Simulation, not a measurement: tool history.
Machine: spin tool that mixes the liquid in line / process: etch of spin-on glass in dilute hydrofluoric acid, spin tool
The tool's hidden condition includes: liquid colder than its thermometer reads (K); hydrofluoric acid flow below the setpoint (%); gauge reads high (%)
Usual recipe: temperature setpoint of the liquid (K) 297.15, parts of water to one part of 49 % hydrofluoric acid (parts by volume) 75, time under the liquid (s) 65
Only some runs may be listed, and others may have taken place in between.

| run | hour | temperature setpoint of the liquid (K) | parts of water to one part of 49 % hydrofluoric acid (parts by volume) | time under the liquid (s) | wafers since the last listed run | hours since the thermometer was replaced | hours since the hydrofluoric acid flow meter was replaced | hours since the gauge calibration | read-back film thickness of the spin-on glass reference wafer, read on the same gauge (nm) | thickness taken off the spin-on glass on a monitor wafer (angstrom) |
|---|---|---|---|---|---|---|---|---|---|---|
| 1 | 0.0 | 297.15 | 75 | 65 | 0 | 1070.5 | 729.2 | 2038.5 | 59.99 | 282.3 |
| 2 | 69.3 | 295.15 | 75 | 65 | 917 | 1139.8 | 798.5 | 2107.8 | 60.01 | 258.8 |
| 3 | 209.9 | 295.15 | 75 | 65 | 1862 | 1280.4 | 939.1 | 2248.4 | 60.01 | 260.2 |
|  | 285.1 | hydrofluoric acid flow meter replaced |
| 4 | 290.1 | 297.15 | 75 | 65 | 1048 | 1360.6 | 5.0 | 2328.6 | 60.00 | 282.0 |
| 5 | 361.8 | 297.15 | 75 | 65 | 949 | 1432.3 | 76.7 | 2400.3 | 60.00 | 281.5 |
| 6 | 428.7 | 297.15 | 75 | 65 | 886 | 1499.2 | 143.6 | 2467.2 | 60.01 | 282.3 |
| 7 | 463.1 | 297.15 | 85 | 65 | 455 | 1533.6 | 178.0 | 2501.6 | 60.01 | 243.8 |
| 8 | 531.5 | 297.15 | 75 | 55 | 905 | 1602.0 | 246.4 | 2570.0 | 60.01 | 239.3 |
| 9 | 575.1 | 297.15 | 75 | 55 | 577 | 1645.6 | 290.0 | 2613.6 | 60.01 | 237.7 |
| 10 | 614.1 | 297.15 | 75 | 55 | 516 | 1684.6 | 329.0 | 2652.6 | 59.99 | 237.7 |
| 11 | 648.4 | 293.65 | 75 | 65 | 454 | 1718.9 | 363.3 | 2686.9 | 59.99 | 243.1 |
| 12 | 681.5 | 297.15 | 55 | 65 | 438 | 1752.0 | 396.4 | 2720.0 | 60.02 | 395.5 |
| 13 | 717.4 | 294.15 | 40 | 35 | 475 | 1787.9 | 432.3 | 2755.9 | 59.99 | 263.9 |
| 14 | 772.7 | 297.15 | 75 | 35 | 732 | 1843.2 | 487.6 | 2811.2 | 60.00 | 152.2 |
|  | 796.4 | gauge calibrated |
| 15 | 827.5 | 292.65 | 90 | 40 | 725 | 1898.0 | 542.4 | 31.1 | 59.98 | 118.4 |
| 16 | 883.7 | 297.15 | 75 | 65 | 744 | 1954.2 | 598.6 | 87.3 | 59.98 | 281.2 |
| 17 | 940.7 | 297.15 | 75 | 35 | 754 | 2011.2 | 655.6 | 144.3 | 59.99 | 152.2 |
|  | 968.4 | thermometer replaced |
| 18 | 993.1 | 301.15 | 75 | 35 | 680 | 24.7 | 708.0 | 196.7 | 60.00 | 178.3 |
| 19 | 1059.0 | 297.15 | 75 | 65 | 872 | 90.6 | 773.9 | 262.6 | 59.98 | 282.1 |
| 20 | 1094.9 | 297.15 | 75 | 65 | 475 | 126.5 | 809.8 | 298.5 | 60.02 | 280.6 |
| 21 | 1165.7 | 301.15 | 45 | 75 | 937 | 197.3 | 880.6 | 369.3 | 60.00 | 662.2 |
| 22 | 1224.1 | 293.65 | 75 | 65 | 773 | 255.7 | 939.0 | 427.7 | 59.98 | 243.3 |
| 23 | 1286.9 | 297.15 | 110 | 65 | 831 | 318.5 | 1001.8 | 490.5 | 60.02 | 182.9 |
| 24 | 1354.6 | 294.65 | 90 | 65 | 896 | 386.2 | 1069.5 | 558.2 | 59.97 | 208.2 |
|  | 1371.2 | hydrofluoric acid flow meter replaced |
| 25 | 1388.5 | 301.15 | 75 | 35 | 435 | 420.1 | 17.3 | 592.1 | 59.98 | 178.0 |
| 26 | 1424.1 | 300.15 | 35 | 55 | 471 | 455.7 | 52.9 | 627.7 | 60.00 | 609.5 |
| 27 | 1481.4 | 297.15 | 60 | 35 | 758 | 513.0 | 110.2 | 685.0 | 60.01 | 194.0 |
| 28 | 1619.6 | 297.15 | 75 | 65 | 1830 | 651.2 | 248.4 | 823.2 | 60.00 | 282.3 |
| 29 | 1724.5 | 294.15 | 100 | 90 | 1389 | 756.1 | 353.3 | 928.1 | 60.01 | 250.3 |
| 30 | 1771.4 | 300.15 | 75 | 100 | 621 | 803.0 | 400.2 | 975.0 | 59.98 | 490.3 |
| 31 | 1837.1 | 301.65 | 60 | 95 | 870 | 868.7 | 465.9 | 1040.7 | 59.99 | 629.2 |
| 32 | 1869.7 | 301.15 | 45 | 75 | 431 | 901.3 | 498.5 | 1073.3 | 60.02 | 661.6 |
| 33 | 1907.0 | 292.65 | 75 | 80 | 494 | 938.6 | 535.8 | 1110.6 | 60.01 | 288.3 |
| 34 | 1953.1 | 297.15 | 75 | 65 | 610 | 984.7 | 581.9 | 1156.7 | 60.02 | 283.4 |

Take each entry between the runs: how does the hidden state at the last listed run before it differ from the hidden state at the first listed run after it?
Logged between run 3 and run 4: hydrofluoric acid flow meter replaced (hour 285.1)
  no hidden state differs between the two runs
Logged between run 14 and run 15: gauge calibrated (hour 796.4)
  no hidden state differs between the two runs
Logged between run 17 and run 18: thermometer replaced (hour 968.4)
  no hidden state differs between the two runs
Logged between run 24 and run 25: hydrofluoric acid flow meter replaced (hour 1371.2)
  no hidden state differs between the two runs

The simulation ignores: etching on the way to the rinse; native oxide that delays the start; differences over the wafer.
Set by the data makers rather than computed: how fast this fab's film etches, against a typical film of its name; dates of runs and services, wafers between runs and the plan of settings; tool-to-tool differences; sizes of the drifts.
